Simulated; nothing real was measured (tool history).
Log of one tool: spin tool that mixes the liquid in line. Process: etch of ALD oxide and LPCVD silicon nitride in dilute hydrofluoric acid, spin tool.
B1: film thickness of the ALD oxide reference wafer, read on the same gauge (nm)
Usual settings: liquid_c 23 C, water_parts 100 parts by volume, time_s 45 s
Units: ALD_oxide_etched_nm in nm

run 1 day=0 | liquid_c=23 water_parts=100 time_s=25 | B1=120.489 | ALD_oxide_etched_nm=2.264
run 2 day=2.288 | liquid_c=23 water_parts=100 time_s=25 | B1=120.714 | ALD_oxide_etched_nm=2.28
run 3 day=4.779 | liquid_c=23 water_parts=100 time_s=25 | B1=121.025 | ALD_oxide_etched_nm=2.268
run 4 day=6.679 | liquid_c=23 water_parts=70 time_s=45 | B1=121.225 | ALD_oxide_etched_nm=6.061
run 5 day=8.038 | liquid_c=23 water_parts=100 time_s=45 | B1=121.434 | ALD_oxide_etched_nm=4.098
run 6 day=10.367 | liquid_c=23 water_parts=100 time_s=45 | B1=121.786 | ALD_oxide_etched_nm=4.1
run 7 day=12.2 | liquid_c=23 water_parts=100 time_s=45 | B1=122.055 | ALD_oxide_etched_nm=4.116
run 8 day=14.429 | liquid_c=23 water_parts=100 time_s=45 | B1=122.437 | ALD_oxide_etched_nm=4.134
run 9 day=16.588 | liquid_c=23 water_parts=100 time_s=45 | B1=122.814 | ALD_oxide_etched_nm=4.174
run 10 day=19.558 | liquid_c=23 water_parts=100 time_s=45 | B1=123.438 | ALD_oxide_etched_nm=4.189
run 11 day=20.821 | liquid_c=23 water_parts=100 time_s=45 | B1=123.673 | ALD_oxide_etched_nm=4.175
run 12 day=21.879 | liquid_c=23 water_parts=100 time_s=45 | B1=123.907 | ALD_oxide_etched_nm=4.213
run 13 day=24.65 | liquid_c=23 water_parts=100 time_s=45 | B1=124.518 | ALD_oxide_etched_nm=4.251
run 14 day=26.317 | liquid_c=23 water_parts=140 time_s=20 | B1=124.929 | ALD_oxide_etched_nm=1.298
-- day=28.983 gauge calibrated
run 15 day=30.533 | liquid_c=21 water_parts=135 time_s=45 | B1=120.331 | ALD_oxide_etched_nm=2.685
run 16 day=33.4 | liquid_c=23 water_parts=140 time_s=45 | B1=120.393 | ALD_oxide_etched_nm=2.78
run 17 day=37.229 | liquid_c=23 water_parts=120 time_s=65 | B1=120.525 | ALD_oxide_etched_nm=4.867
run 18 day=40.058 | liquid_c=23 water_parts=100 time_s=30 | B1=120.662 | ALD_oxide_etched_nm=2.734
run 19 day=42.575 | liquid_c=23 water_parts=100 time_s=45 | B1=120.846 | ALD_oxide_etched_nm=4.079
-- day=45.775 hydrofluoric acid flow meter replaced
-- day=47.279 thermometer replaced
run 20 day=50.925 | liquid_c=23 water_parts=100 time_s=20 | B1=121.689 | ALD_oxide_etched_nm=1.853
run 21 day=53.812 | liquid_c=23 water_parts=100 time_s=45 | B1=122.062 | ALD_oxide_etched_nm=4.143
run 22 day=55.75 | liquid_c=23 water_parts=60 time_s=45 | B1=122.368 | ALD_oxide_etched_nm=7.336
run 23 day=57.583 | liquid_c=25.5 water_parts=85 time_s=45 | B1=122.675 | ALD_oxide_etched_nm=5.581
run 24 day=61.383 | liquid_c=23 water_parts=100 time_s=45 | B1=123.326 | ALD_oxide_etched_nm=4.216

Forecast each of these 4 alternatives for the next run:
run A day=61.4 | liquid_c=23 water_parts=100 time_s=45 | B1=? | ALD_oxide_etched_nm=?
run B day=61.4 | liquid_c=21 water_parts=75 time_s=35 | B1=? | ALD_oxide_etched_nm=?
run C day=61.4 | liquid_c=19.5 water_parts=100 time_s=45 | B1=? | ALD_oxide_etched_nm=?
run D day=61.4 | liquid_c=26 water_parts=130 time_s=35 | B1=? | ALD_oxide_etched_nm=?

run=A B1=123.342 ALD_oxide_etched_nm=4.183
run=B B1=123.342 ALD_oxide_etched_nm=4.12
run=C B1=123.342 ALD_oxide_etched_nm=3.629
run=D B1=123.342 ALD_oxide_etched_nm=2.713
Without the tool's hidden state the same runs would have given:
run=A ALD_oxide_etched_nm=4.07
run=B ALD_oxide_etched_nm=4.009
run=C ALD_oxide_etched_nm=3.531
run=D ALD_oxide_etched_nm=2.639
